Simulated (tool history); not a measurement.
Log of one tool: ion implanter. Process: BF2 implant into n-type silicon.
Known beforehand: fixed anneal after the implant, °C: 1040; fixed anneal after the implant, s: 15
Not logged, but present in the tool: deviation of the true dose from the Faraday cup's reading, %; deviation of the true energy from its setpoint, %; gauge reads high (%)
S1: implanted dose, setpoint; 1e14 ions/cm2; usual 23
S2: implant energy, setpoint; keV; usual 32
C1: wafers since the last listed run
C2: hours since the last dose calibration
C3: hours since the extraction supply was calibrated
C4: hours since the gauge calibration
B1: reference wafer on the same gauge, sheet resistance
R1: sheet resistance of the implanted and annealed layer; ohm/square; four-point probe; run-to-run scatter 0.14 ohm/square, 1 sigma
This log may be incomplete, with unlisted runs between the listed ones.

run	hour	S1	S2	C1	C2	C3	C4	B1	R1
1	0	21.08	24	0	1930.4	2511.2	553.6	80.99	103.79
2	16.3	21.08	24	258	1946.7	2527.5	569.9	81	104.12
3	47.4	19.54	37	493	1977.8	2558.6	601	80.99	87.35
4	61.4	23	32	222	1991.8	2572.6	615	80.97	91.31
5	74.7	23	32	210	2005.1	2585.9	628.3	80.99	91.12
6	109	23	32	544	2039.4	2620.2	662.6	80.97	91.27
7	137.5	23	32	452	2067.9	2648.7	691.1	81	91.21
8	160.8	23	32	369	2091.2	2672	714.4	80.98	91.24
9	184.8	23	32	380	2115.2	2696	738.4	80.99	91.16
10	218.3	23	32	531	2148.7	2729.5	771.9	81	91.2
11	234	23	32	249	2164.4	2745.2	787.6	81.03	91.41
12	266.3	24.98	32	512	2196.7	2777.5	819.9	81	90.53
13	284.5	23	28.5	288	2214.9	2795.7	838.1	80.99	95.76
14	306.8	23	32	353	2237.2	2818	860.4	81	91.14
15	328.4	23	32	342	2258.8	2839.6	882	81	91.27
16	358	23	32	469	2288.4	2869.2	911.6	81.02	91.31
17	390.2	23	32	510	2320.6	2901.4	943.8	81.02	91.25
18	415.4	23	32	399	2345.8	2926.6	969	81.01	91.15
19	441.3	23	32	410	2371.7	2952.5	994.9	80.99	91.06
# hour 457: Faraday cup replaced and dose calibrated
20	468.1	17.52	32	298	11.1	2979.3	1021.7	80.96	95.11
21	495.8	18.63	26	439	38.8	3007	1049.4	81.01	102.24
22	526.9	23	32	493	69.9	3038.1	1080.5	81.04	91.39
# hour 564.7: extraction supply calibrated
23	565.2	26.83	22.5	480	108.2	0.5	1118.8	80.99	103.65
24	629.3	17.88	41.5	1016	172.3	64.6	1182.9	81.01	84.45
25	644.6	28.6	28	242	187.6	79.9	1198.2	81.02	93.99
26	659.2	27.55	43	231	202.2	94.5	1212.8	80.99	76.75
27	689.8	16.71	36	485	232.8	125.1	1243.4	81.02	90.84
28	707.4	19.54	22.5	279	250.4	142.7	1261	80.98	106.69
# hour 737.3: gauge calibrated
29	742.8	25.05	24	561	285.8	178.1	5.5	80.98	101.31
# hour 759.2: extraction supply calibrated, repeated, since the last time left the tool worse
30	770.4	19.93	42.5	310	313.4	11.2	33.1	81.01	83.03
31	798	23	32	437	341	38.8	60.7	80.99	92.08
32	814.7	17.15	32	264	357.7	55.5	77.4	80.95	96.45
33	844.5	17.17	35	472	387.5	85.3	107.2	80.97	93.11
34	920.9	26.32	36	1212	463.9	161.7	183.6	81.01	86.36
35	941.4	23	32	325	484.4	182.2	204.1	81.04	92.41
36	966.9	26.3	23	404	509.9	207.7	229.6	80.98	104.83
37	987.1	23	32	320	530.1	227.9	249.8	81	92.02
38	1020.6	23	38.5	531	563.6	261.4	283.3	80.99	84.67

Each row is a separate what-if for the run after 38, all from the same tool condition, not one after another. Results?
A	1021	28.13	32	6	564	261.8	283.7	?	?
B	1021	23	22.5	6	564	261.8	283.7	?	?
C	1021	18.88	32	6	564	261.8	283.7	?	?

run	B1	R1
A	81	90.54
B	81	106.76
C	81	94.61
What these runs would have given with no unlogged condition in the tool:
run	R1
A	90.75
B	106.96
C	94.81
